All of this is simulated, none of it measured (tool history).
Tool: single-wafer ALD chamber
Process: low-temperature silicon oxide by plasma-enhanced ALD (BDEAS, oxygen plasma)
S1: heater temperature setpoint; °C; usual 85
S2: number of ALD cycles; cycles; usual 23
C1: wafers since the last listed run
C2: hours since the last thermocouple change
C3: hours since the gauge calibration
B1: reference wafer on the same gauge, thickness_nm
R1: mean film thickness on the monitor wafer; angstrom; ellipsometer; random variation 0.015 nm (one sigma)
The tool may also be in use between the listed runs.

| run | hour | S1 | S2 | C1 | C2 | C3 | B1 | R1 |
|---|---|---|---|---|---|---|---|---|
| 1 | 0.0 | 85 | 23 | 0 | 1535.6 | 357.1 | 2.817 | 31.66 |
| 2 | 28.2 | 85 | 23 | 245 | 1563.8 | 385.3 | 2.810 | 31.91 |
| 3 | 57.5 | 85 | 23 | 255 | 1593.1 | 414.6 | 2.810 | 31.60 |
| 4 | 92.2 | 85 | 23 | 302 | 1627.8 | 449.3 | 2.809 | 31.60 |
| 5 | 159.4 | 85 | 23 | 586 | 1695.0 | 516.5 | 2.793 | 31.34 |
| 6 | 203.5 | 85 | 23 | 384 | 1739.1 | 560.6 | 2.788 | 31.23 |
|  | 225.9 | thermocouple changed; heater temperature recalibrated |
| 7 | 240.7 | 76 | 23 | 254 | 14.8 | 597.8 | 2.781 | 32.24 |
|  | 247.0 | gauge calibrated |
| 8 | 279.8 | 85 | 22 | 340 | 53.9 | 32.8 | 2.842 | 30.62 |
| 9 | 335.6 | 85 | 22 | 486 | 109.7 | 88.6 | 2.842 | 30.65 |
| 10 | 369.2 | 94 | 23 | 293 | 143.3 | 122.2 | 2.837 | 31.10 |
| 11 | 396.3 | 85 | 23 | 236 | 170.4 | 149.3 | 2.838 | 31.67 |
| 12 | 430.1 | 95 | 22 | 294 | 204.2 | 183.1 | 2.834 | 29.41 |
| 13 | 468.6 | 78 | 21 | 335 | 242.7 | 221.6 | 2.833 | 29.89 |
| 14 | 517.7 | 78 | 21 | 428 | 291.8 | 270.7 | 2.827 | 29.81 |
| 15 | 565.1 | 95 | 21 | 413 | 339.2 | 318.1 | 2.823 | 27.99 |
| 16 | 589.7 | 85 | 21 | 214 | 363.8 | 342.7 | 2.820 | 29.38 |
| 17 | 635.0 | 95 | 24 | 395 | 409.1 | 388.0 | 2.820 | 32.13 |
| 18 | 672.6 | 85 | 23 | 327 | 446.7 | 425.6 | 2.808 | 31.67 |
| 19 | 716.1 | 90 | 26 | 379 | 490.2 | 469.1 | 2.810 | 35.23 |

Forecast each of these 3 alternatives for the next run:
| A | 716.5 | 98 | 23 | 3 | 490.6 | 469.5 | ? | ? |
| B | 716.5 | 85 | 27 | 3 | 490.6 | 469.5 | ? | ? |
| C | 716.5 | 85 | 26 | 3 | 490.6 | 469.5 | ? | ? |

| run | B1 | R1 |
|---|---|---|
| A | 2.803 | 30.19 |
| B | 2.803 | 37.09 |
| C | 2.803 | 35.72 |
Without the tool's hidden state the same runs would have given:
| run | R1 |
|---|---|
| A | 30.68 |
| B | 37.68 |
| C | 36.29 |
